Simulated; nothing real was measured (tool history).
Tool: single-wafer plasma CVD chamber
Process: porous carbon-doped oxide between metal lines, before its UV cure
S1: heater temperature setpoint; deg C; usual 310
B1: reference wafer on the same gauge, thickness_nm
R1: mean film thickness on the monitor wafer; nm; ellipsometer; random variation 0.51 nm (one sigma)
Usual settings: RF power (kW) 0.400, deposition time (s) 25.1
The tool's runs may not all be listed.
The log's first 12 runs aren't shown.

Run 13, day 46.021: usual settings; B1 98.167. Result: R1 107.219 nm.
Run 14, day 49.683: usual settings; B1 98.275. Result: R1 107.297 nm.
Run 15, day 52.258: usual settings but S1 305 deg C, RF power (kW) 0.465, deposition time (s) 26.9; B1 98.035. Result: R1 134.236 nm.
At day 55.867: thermocouple changed; heater temperature recalibrated.
Run 16, day 56.217: usual settings but S1 297 deg C, RF power (kW) 0.375, deposition time (s) 23.5; B1 97.980. Result: R1 99.151 nm.
Run 17, day 57.842: usual settings but S1 305 deg C, RF power (kW) 0.365, deposition time (s) 27.1; B1 97.905. Result: R1 106.216 nm.
Run 18, day 59.404: usual settings; B1 97.989. Result: R1 102.919 nm.
Run 19, day 63.383: usual settings; B1 98.242. Result: R1 103.553 nm.
Run 20, day 66.354: usual settings but RF power (kW) 0.345; B1 98.144. Result: R1 92.777 nm.
Run 21, day 68.958: usual settings but S1 323 deg C, RF power (kW) 0.340, deposition time (s) 20.4; B1 97.950. Result: R1 69.273 nm.
Run 22, day 72.692: usual settings but S1 306 deg C, RF power (kW) 0.360, deposition time (s) 21.3; B1 98.031. Result: R1 84.921 nm.
Run 23, day 76.979: usual settings but S1 323 deg C, RF power (kW) 0.360; B1 97.951. Result: R1 90.106 nm.
Run 24, day 80.008: usual settings; B1 98.146. Result: R1 105.775 nm.
At day 82.000: gauge calibrated.
Run 25, day 91.746: usual settings; B1 97.928. Result: R1 105.599 nm.
Run 26, day 94.912: usual settings but S1 324 deg C; B1 97.982. Result: R1 98.566 nm.

Run 27 comes next. What will it give?
Run 27, day 98.925: usual settings but RF power (kW) 0.370; B1 ?. Result: R1 ?.

{"run 27": {"B1": 97.88, "R1": 99.668}}
Without the tool's hidden state the same run would have given R1 96.504 nm.
